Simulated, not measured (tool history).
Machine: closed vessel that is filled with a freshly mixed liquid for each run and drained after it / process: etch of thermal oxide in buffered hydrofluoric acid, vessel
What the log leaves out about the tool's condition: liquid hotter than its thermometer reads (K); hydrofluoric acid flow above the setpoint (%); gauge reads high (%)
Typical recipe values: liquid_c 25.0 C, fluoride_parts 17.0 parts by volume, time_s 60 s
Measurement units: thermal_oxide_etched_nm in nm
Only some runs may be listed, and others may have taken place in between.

run	day	liquid_c	fluoride_parts	time_s	wafers since the last listed run	hours since the thermometer was replaced	hours since the hydrofluoric acid flow meter was replaced	hours since the gauge calibration	read-back film thickness of the thermal oxide reference wafer, read on the same gauge (nm)	thermal_oxide_etched_nm
1	0.000	25.0	17.0	60	0	811.2	614.8	1983.8	30.01	39.49
2	2.800	25.0	17.0	60	7975	878.4	682.0	2051.0	30.02	38.85
3	5.588	25.0	17.0	60	7939	945.3	748.9	2117.9	29.98	39.27
4	9.517	26.0	19.5	60	11191	1039.6	843.2	2212.2	30.02	36.20
5	11.275	25.0	17.0	60	5008	1081.8	885.4	2254.4	30.00	39.62
6	14.679	25.0	17.0	60	9696	1163.5	967.1	2336.1	30.00	39.74
7	18.479	25.0	17.0	60	10823	1254.7	1058.3	2427.3	29.99	40.13
8	22.188	25.0	20.5	60	10562	1343.7	1147.3	2516.3	29.99	33.43
9	25.483	25.0	20.5	60	9387	1422.8	1226.4	2595.4	30.01	33.33
# day 28.671: thermometer replaced
# day 32.617: hydrofluoric acid flow meter replaced
10	32.675	25.0	13.5	60	20246	96.1	1.4	2768.0	30.02	47.22
11	36.775	28.0	17.0	60	11677	194.5	99.8	2866.4	29.99	44.55
12	39.296	25.0	14.5	40	7180	255.0	160.3	2926.9	30.00	29.80
13	41.321	20.0	24.0	40	5767	303.6	208.9	2975.5	29.99	14.81
14	43.054	25.0	17.0	60	4937	345.2	250.5	3017.1	29.99	38.37
15	53.854	20.0	23.0	30	30761	604.4	509.7	3276.3	30.00	11.47
16	57.946	25.0	10.5	80	11654	702.6	607.9	3374.5	30.01	83.47
17	60.996	20.0	22.5	45	8687	775.8	681.1	3447.7	30.01	17.44
18	64.771	25.0	17.0	60	10752	866.4	771.7	3538.3	30.02	39.22
# day 66.029: gauge calibrated
19	68.833	23.5	20.5	95	11571	963.9	869.2	67.3	29.98	48.50
20	71.492	25.0	17.0	60	7571	1027.7	933.0	131.1	30.01	39.43
21	75.725	22.0	13.0	75	12057	1129.3	1034.6	232.7	29.99	54.57
22	80.550	28.0	15.0	60	13742	1245.1	1150.4	348.5	29.99	53.62
23	82.892	23.0	22.5	35	6669	1301.3	1206.6	404.7	30.02	16.58
24	85.312	20.5	17.0	60	6895	1359.4	1264.7	462.8	29.99	31.54
25	89.425	25.0	17.0	60	11713	1458.1	1363.4	561.5	29.98	40.67
# day 92.442: thermometer replaced
26	93.096	22.5	11.5	40	10336	15.7	1451.5	649.6	30.00	32.26
# day 95.567: hydrofluoric acid flow meter replaced
27	96.350	25.0	23.5	60	9150	93.8	18.8	727.7	30.01	28.82
28	98.008	25.0	10.5	80	4723	133.6	58.6	767.5	30.01	79.93
29	102.317	25.0	17.0	60	12271	237.0	162.0	870.9	30.00	37.84
30	103.988	25.0	22.0	60	4759	277.1	202.1	911.0	29.99	30.41
31	108.438	27.5	20.0	60	12674	383.9	308.9	1017.8	30.01	36.86
32	110.304	29.0	17.0	60	5316	428.7	353.7	1062.6	29.99	47.37
33	112.083	25.0	15.0	40	5067	471.4	396.4	1105.3	29.97	28.67

Had the tool no unlogged condition, and each run kept its random variation, what would the results have been?
run	thermal_oxide_etched_nm
1	37.87
2	37.14
3	37.43
4	34.35
5	37.52
6	37.46
7	37.67
8	31.24
9	31.03
10	46.61
11	43.77
12	29.19
13	14.46
14	37.41
15	11.03
16	79.98
17	16.63
18	37.28
19	45.86
20	37.19
21	51.16
22	50.10
23	15.41
24	29.21
25	37.56
26	32.17
27	28.64
28	79.24
29	37.33
30	29.93
31	36.11
32	46.33
33	27.96
